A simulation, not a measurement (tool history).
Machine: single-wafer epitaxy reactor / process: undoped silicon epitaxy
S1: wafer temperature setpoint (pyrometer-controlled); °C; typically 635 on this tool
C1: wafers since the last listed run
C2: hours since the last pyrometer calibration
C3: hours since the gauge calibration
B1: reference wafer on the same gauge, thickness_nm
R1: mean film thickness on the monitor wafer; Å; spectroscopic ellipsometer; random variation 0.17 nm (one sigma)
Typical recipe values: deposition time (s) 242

Run 1, hour 0: usual settings but deposition time (s) 218; C1 0; C2 987.9; C3 379.3; B1 29.065. Result: R1 232.65 Å.
Run 2, hour 34.6: usual settings but deposition time (s) 218; C1 292; C2 1022.5; C3 413.9; B1 29.121. Result: R1 231.5 Å.
Run 3, hour 68.1: usual settings but deposition time (s) 218; C1 283; C2 1056; C3 447.4; B1 29.055. Result: R1 232.02 Å.
Run 4, hour 134.2: usual settings but deposition time (s) 217; C1 559; C2 1122.1; C3 513.5; B1 29.135. Result: R1 229.42 Å.
Run 5, hour 188.5: usual settings but deposition time (s) 217; C1 459; C2 1176.4; C3 567.8; B1 29.09. Result: R1 230.54 Å.
At hour 251.1: gauge calibrated.
Run 6, hour 251.1: usual settings but deposition time (s) 217; C1 529; C2 1239; C3 0; B1 29.079. Result: R1 230.43 Å.
Run 7, hour 293.6: usual settings; C1 359; C2 1281.5; C3 42.5; B1 29.105. Result: R1 253.68 Å.
Run 8, hour 330.2: usual settings but S1 641 °C, deposition time (s) 198; C1 309; C2 1318.1; C3 79.1; B1 29.171. Result: R1 235.58 Å.
Run 9, hour 372.7: usual settings but S1 648 °C, deposition time (s) 283; C1 359; C2 1360.6; C3 121.6; B1 29.193. Result: R1 385.25 Å.
At hour 434.5: pyrometer calibrated.
Run 10, hour 439.7: usual settings but S1 620 °C, deposition time (s) 201; C1 499; C2 5.2; C3 188.6; B1 29.09. Result: R1 178.48 Å.
Run 11, hour 470.1: usual settings; C1 257; C2 35.6; C3 219; B1 29.026. Result: R1 291.28 Å.
Run 12, hour 535.1: usual settings; C1 550; C2 100.6; C3 284; B1 29.081. Result: R1 283.38 Å.
Run 13, hour 577.3: usual settings but S1 623 °C, deposition time (s) 216; C1 357; C2 142.8; C3 326.2; B1 29.129. Result: R1 198.45 Å.
Run 14, hour 606.9: usual settings but S1 642 °C, deposition time (s) 285; C1 250; C2 172.4; C3 355.8; B1 29.131. Result: R1 380.35 Å.

Branching from run 14: 3 alternative next runs. What would each branch give?
Run A, hour 607.4: usual settings but S1 644 °C; C1 4; C2 172.9; C3 356.3; B1 ?. Result: R1 ?.
Run B, hour 607.4: usual settings but S1 629 °C, deposition time (s) 203; C1 4; C2 172.9; C3 356.3; B1 ?. Result: R1 ?.
Run C, hour 607.4: usual settings but S1 625 °C, deposition time (s) 203; C1 4; C2 172.9; C3 356.3; B1 ?. Result: R1 ?.

run      B1      R1
  A  29.114   333.3
  B  29.114  207.75
  C  29.114  191.65
With no hidden state in the tool, these same runs would have given:
run      R1
  A   340.4
  B  212.31
  C  195.89
